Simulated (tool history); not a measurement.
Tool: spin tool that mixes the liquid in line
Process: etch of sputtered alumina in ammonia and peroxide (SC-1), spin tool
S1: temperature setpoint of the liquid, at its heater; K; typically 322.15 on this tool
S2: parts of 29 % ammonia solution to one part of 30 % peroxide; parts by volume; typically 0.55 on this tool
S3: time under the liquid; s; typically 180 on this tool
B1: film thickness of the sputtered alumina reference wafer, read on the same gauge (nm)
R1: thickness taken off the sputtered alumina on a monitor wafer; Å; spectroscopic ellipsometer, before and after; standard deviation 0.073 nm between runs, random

run 1 hour=0 | S1=322.15 S2=0.7 S3=120 | B1=80 | R1=65.8
run 2 hour=10.2 | S1=322.15 S2=0.7 S3=120 | B1=80.01 | R1=65.9
run 3 hour=16.3 | S1=322.15 S2=0.7 S3=120 | B1=79.99 | R1=65.5
run 4 hour=24.9 | S1=322.15 S2=0.55 S3=180 | B1=80.01 | R1=96.7
run 5 hour=40.1 | S1=322.15 S2=0.55 S3=180 | B1=80 | R1=95.8
run 6 hour=47.1 | S1=322.15 S2=0.7 S3=180 | B1=79.98 | R1=97.6
-- hour=56.2 heated supply line repaired
run 7 hour=63.8 | S1=322.15 S2=0.7 S3=180 | B1=80.01 | R1=122.6
run 8 hour=75.3 | S1=322.15 S2=0.55 S3=180 | B1=80.02 | R1=119.8
run 9 hour=89.6 | S1=322.15 S2=0.3 S3=85 | B1=80 | R1=52.7
-- hour=94.1 thermometer replaced
run 10 hour=100.4 | S1=322.15 S2=0.55 S3=270 | B1=79.99 | R1=161
run 11 hour=117.9 | S1=313.15 S2=0.55 S3=215 | B1=79.99 | R1=75.9
run 12 hour=123.9 | S1=322.15 S2=0.55 S3=180 | B1=79.98 | R1=106.4
run 13 hour=139.2 | S1=322.15 S2=0.35 S3=285 | B1=80.01 | R1=160.1
-- hour=149.2 ammonia flow meter replaced
run 14 hour=164.8 | S1=312.65 S2=0.85 S3=270 | B1=80.01 | R1=97
-- hour=169 new drum of ammonia solution connected
run 15 hour=181.7 | S1=319.15 S2=0.55 S3=145 | B1=79.99 | R1=72.7
run 16 hour=188.5 | S1=322.15 S2=0.8 S3=75 | B1=80.01 | R1=45.3
run 17 hour=203.9 | S1=317.65 S2=0.55 S3=210 | B1=80 | R1=96.3
run 18 hour=220.4 | S1=322.15 S2=0.55 S3=180 | B1=80 | R1=105.5
run 19 hour=227.2 | S1=322.15 S2=0.55 S3=180 | B1=80 | R1=106.5
run 20 hour=242.9 | S1=316.15 S2=0.75 S3=180 | B1=80.02 | R1=78.4
run 21 hour=259.2 | S1=322.15 S2=0.55 S3=180 | B1=80.02 | R1=106.4
run 22 hour=271.8 | S1=322.15 S2=0.55 S3=150 | B1=79.98 | R1=88.2
run 23 hour=281.2 | S1=329.65 S2=0.7 S3=85 | B1=80.01 | R1=78.3
run 24 hour=293.8 | S1=322.15 S2=0.3 S3=85 | B1=79.98 | R1=48.1
run 25 hour=300.2 | S1=322.15 S2=0.55 S3=180 | B1=79.99 | R1=106.1

Here are 4 independent what-if runs from the current tool condition. What would each one return?
run A hour=300.7 | S1=322.15 S2=0.55 S3=180 | B1=? | R1=?
run B hour=300.7 | S1=322.15 S2=0.55 S3=255 | B1=? | R1=?
run C hour=300.7 | S1=315.15 S2=0.7 S3=180 | B1=? | R1=?
run D hour=300.7 | S1=327.15 S2=0.3 S3=180 | B1=? | R1=?

run=A B1=80 R1=105.5
run=B B1=80 R1=149.4
run=C B1=80 R1=72.5
run=D B1=80 R1=130.7
Take away the tool's hidden state, keep each run's random variation, and the runs would have read:
run=A R1=106.2
run=B R1=150.5
run=C R1=73.1
run=D R1=131.7
